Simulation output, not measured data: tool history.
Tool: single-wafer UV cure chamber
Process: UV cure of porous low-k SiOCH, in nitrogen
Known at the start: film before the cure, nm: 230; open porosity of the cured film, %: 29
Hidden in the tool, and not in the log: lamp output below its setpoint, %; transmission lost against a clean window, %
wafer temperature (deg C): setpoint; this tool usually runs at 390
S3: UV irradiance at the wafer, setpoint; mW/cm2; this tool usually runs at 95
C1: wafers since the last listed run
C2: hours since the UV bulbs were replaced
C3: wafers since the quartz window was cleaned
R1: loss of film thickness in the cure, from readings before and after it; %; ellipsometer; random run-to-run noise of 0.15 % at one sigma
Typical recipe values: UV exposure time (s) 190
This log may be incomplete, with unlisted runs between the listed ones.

{"run": 1, "hour": 0.0, "wafer temperature (deg C)": 381, "UV exposure time (s)": 190, "S3": 95, "C1": 0, "C2": 484.2, "C3": 1343, "R1": 12.823}
{"run": 2, "hour": 30.6, "wafer temperature (deg C)": 399, "UV exposure time (s)": 190, "S3": 95, "C1": 103, "C2": 514.8, "C3": 1446, "R1": 13.013}
{"run": 3, "hour": 61.6, "wafer temperature (deg C)": 390, "UV exposure time (s)": 190, "S3": 95, "C1": 104, "C2": 545.8, "C3": 1551, "R1": 12.554}
{"run": 4, "hour": 93.8, "wafer temperature (deg C)": 390, "UV exposure time (s)": 150, "S3": 95, "C1": 108, "C2": 578.0, "C3": 1660, "R1": 11.431}
{"hour": 134.6, "done": "quartz window cleaned"}
{"run": 5, "hour": 156.8, "wafer temperature (deg C)": 390, "UV exposure time (s)": 150, "S3": 95, "C1": 185, "C2": 641.0, "C3": 74, "R1": 12.582}
{"run": 6, "hour": 197.1, "wafer temperature (deg C)": 390, "UV exposure time (s)": 190, "S3": 95, "C1": 136, "C2": 681.3, "C3": 211, "R1": 13.843}
{"run": 7, "hour": 250.9, "wafer temperature (deg C)": 390, "UV exposure time (s)": 215, "S3": 95, "C1": 181, "C2": 735.1, "C3": 392, "R1": 14.561}
{"run": 8, "hour": 298.6, "wafer temperature (deg C)": 390, "UV exposure time (s)": 190, "S3": 95, "C1": 161, "C2": 782.8, "C3": 553, "R1": 13.502}
{"run": 9, "hour": 365.8, "wafer temperature (deg C)": 390, "UV exposure time (s)": 190, "S3": 124, "C1": 226, "C2": 850.0, "C3": 780, "R1": 14.986}
{"run": 10, "hour": 409.0, "wafer temperature (deg C)": 390, "UV exposure time (s)": 190, "S3": 124, "C1": 145, "C2": 893.2, "C3": 926, "R1": 14.697}
{"run": 11, "hour": 434.9, "wafer temperature (deg C)": 390, "UV exposure time (s)": 190, "S3": 124, "C1": 87, "C2": 919.1, "C3": 1014, "R1": 14.725}
{"run": 12, "hour": 469.0, "wafer temperature (deg C)": 403, "UV exposure time (s)": 190, "S3": 117, "C1": 115, "C2": 953.2, "C3": 1129, "R1": 14.631}
{"run": 13, "hour": 509.8, "wafer temperature (deg C)": 390, "UV exposure time (s)": 190, "S3": 95, "C1": 137, "C2": 994.0, "C3": 1267, "R1": 13.026}
{"hour": 553.5, "done": "quartz window cleaned"}
{"run": 14, "hour": 574.6, "wafer temperature (deg C)": 390, "UV exposure time (s)": 190, "S3": 95, "C1": 191, "C2": 1058.8, "C3": 71, "R1": 13.94}
{"run": 15, "hour": 633.3, "wafer temperature (deg C)": 390, "UV exposure time (s)": 190, "S3": 95, "C1": 198, "C2": 1117.5, "C3": 269, "R1": 14.24}
{"run": 16, "hour": 702.0, "wafer temperature (deg C)": 371, "UV exposure time (s)": 190, "S3": 112, "C1": 232, "C2": 1186.2, "C3": 501, "R1": 14.374}
{"run": 17, "hour": 752.4, "wafer temperature (deg C)": 380, "UV exposure time (s)": 220, "S3": 95, "C1": 170, "C2": 1236.6, "C3": 671, "R1": 14.246}
{"run": 18, "hour": 806.3, "wafer temperature (deg C)": 390, "UV exposure time (s)": 190, "S3": 95, "C1": 182, "C2": 1290.5, "C3": 853, "R1": 13.737}
{"hour": 856.6, "done": "UV bulbs replaced"}
{"run": 19, "hour": 870.0, "wafer temperature (deg C)": 402, "UV exposure time (s)": 85, "S3": 61, "C1": 188, "C2": 13.4, "C3": 1041, "R1": 7.198}
{"run": 20, "hour": 898.0, "wafer temperature (deg C)": 380, "UV exposure time (s)": 245, "S3": 116, "C1": 94, "C2": 41.4, "C3": 1136, "R1": 15.655}
{"run": 21, "hour": 956.5, "wafer temperature (deg C)": 390, "UV exposure time (s)": 80, "S3": 95, "C1": 197, "C2": 99.9, "C3": 1333, "R1": 8.595}
{"run": 22, "hour": 984.1, "wafer temperature (deg C)": 390, "UV exposure time (s)": 145, "S3": 95, "C1": 93, "C2": 127.5, "C3": 1427, "R1": 11.482}
{"hour": 996.6, "done": "quartz window cleaned"}
{"run": 23, "hour": 1051.4, "wafer temperature (deg C)": 371, "UV exposure time (s)": 190, "S3": 134, "C1": 200, "C2": 194.8, "C3": 185, "R1": 15.539}
{"run": 24, "hour": 1080.8, "wafer temperature (deg C)": 402, "UV exposure time (s)": 190, "S3": 117, "C1": 99, "C2": 224.2, "C3": 284, "R1": 14.948}

Measured result minus the same run's result without the hidden state. Both carry the same run-to-run variation, though not necessarily the same gauge scatter:
run=1 R1=-1.047
run=2 R1=-1.191
run=3 R1=-1.333
run=4 R1=-1.524
run=5 R1=-0.127
run=6 R1=-0.147
run=7 R1=-0.195
run=8 R1=-0.252
run=9 R1=-0.394
run=10 R1=-0.499
run=11 R1=-0.578
run=12 R1=-0.694
run=13 R1=-0.824
run=14 R1=-0.083
run=15 R1=-0.114
run=16 R1=-0.187
run=17 R1=-0.270
run=18 R1=-0.391
run=19 R1=-0.496
run=20 R1=-0.694
run=21 R1=-0.833
run=22 R1=-0.993
run=23 R1=-0.061
run=24 R1=-0.079

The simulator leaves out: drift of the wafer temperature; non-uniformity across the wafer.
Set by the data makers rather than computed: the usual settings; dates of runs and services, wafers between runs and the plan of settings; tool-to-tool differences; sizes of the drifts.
